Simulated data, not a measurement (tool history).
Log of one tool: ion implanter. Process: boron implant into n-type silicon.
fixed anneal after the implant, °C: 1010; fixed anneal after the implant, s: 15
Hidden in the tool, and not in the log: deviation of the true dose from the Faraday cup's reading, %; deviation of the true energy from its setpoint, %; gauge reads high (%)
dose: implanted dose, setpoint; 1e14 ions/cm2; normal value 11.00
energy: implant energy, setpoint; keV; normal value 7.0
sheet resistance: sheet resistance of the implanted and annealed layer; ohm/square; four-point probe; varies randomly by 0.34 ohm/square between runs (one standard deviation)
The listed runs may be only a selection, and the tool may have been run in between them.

| run | hour | dose | energy | wafers since the last listed run | hours since the last dose calibration | hours since the extraction supply was calibrated | hours since the gauge calibration | read-back reference wafer on the same gauge, sheet resistance | sheet resistance |
|---|---|---|---|---|---|---|---|---|---|
| 1 | 0.0 | 11.00 | 9.0 | 0 | 1312.9 | 2223.3 | 497.6 | 115.96 | 115.66 |
| 2 | 37.6 | 11.00 | 7.0 | 591 | 1350.5 | 2260.9 | 535.2 | 115.99 | 125.05 |
|  | 144.0 | gauge calibrated |
| 3 | 339.7 | 11.00 | 7.0 | 4750 | 1652.6 | 2563.0 | 195.7 | 115.93 | 124.29 |
|  | 415.7 | Faraday cup replaced and dose calibrated |
| 4 | 529.5 | 11.00 | 7.0 | 2858 | 113.8 | 2752.8 | 385.5 | 116.01 | 122.84 |
| 5 | 597.7 | 11.00 | 7.0 | 1072 | 182.0 | 2821.0 | 453.7 | 115.97 | 122.98 |
| 6 | 645.9 | 9.59 | 7.0 | 757 | 230.2 | 2869.2 | 501.9 | 116.07 | 132.41 |
|  | 812.9 | extraction supply calibrated |
| 7 | 823.6 | 11.00 | 7.0 | 2668 | 407.9 | 10.7 | 679.6 | 116.14 | 123.72 |
| 8 | 876.5 | 12.48 | 6.5 | 831 | 460.8 | 63.6 | 732.5 | 115.98 | 120.96 |
|  | 903.5 | gauge calibrated |
| 9 | 915.5 | 8.11 | 4.5 | 613 | 499.8 | 102.6 | 12.0 | 116.04 | 168.09 |
| 10 | 1001.0 | 11.00 | 7.0 | 1344 | 585.3 | 188.1 | 97.5 | 115.90 | 124.11 |
| 11 | 1100.9 | 11.00 | 8.0 | 1570 | 685.2 | 288.0 | 197.4 | 116.01 | 120.01 |

Run 12 has not been measured yet. What should we expect?
| 12 | 1178.8 | 11.00 | 8.5 | 1225 | 763.1 | 365.9 | 275.3 | ? | ? |

Logged for run 12: read-back reference wafer on the same gauge, sheet resistance 116.04, sheet resistance 117.51 ohm/square.
The same run, on a tool lacking any hidden state, would have yielded sheet resistance 115.08 ohm/square.
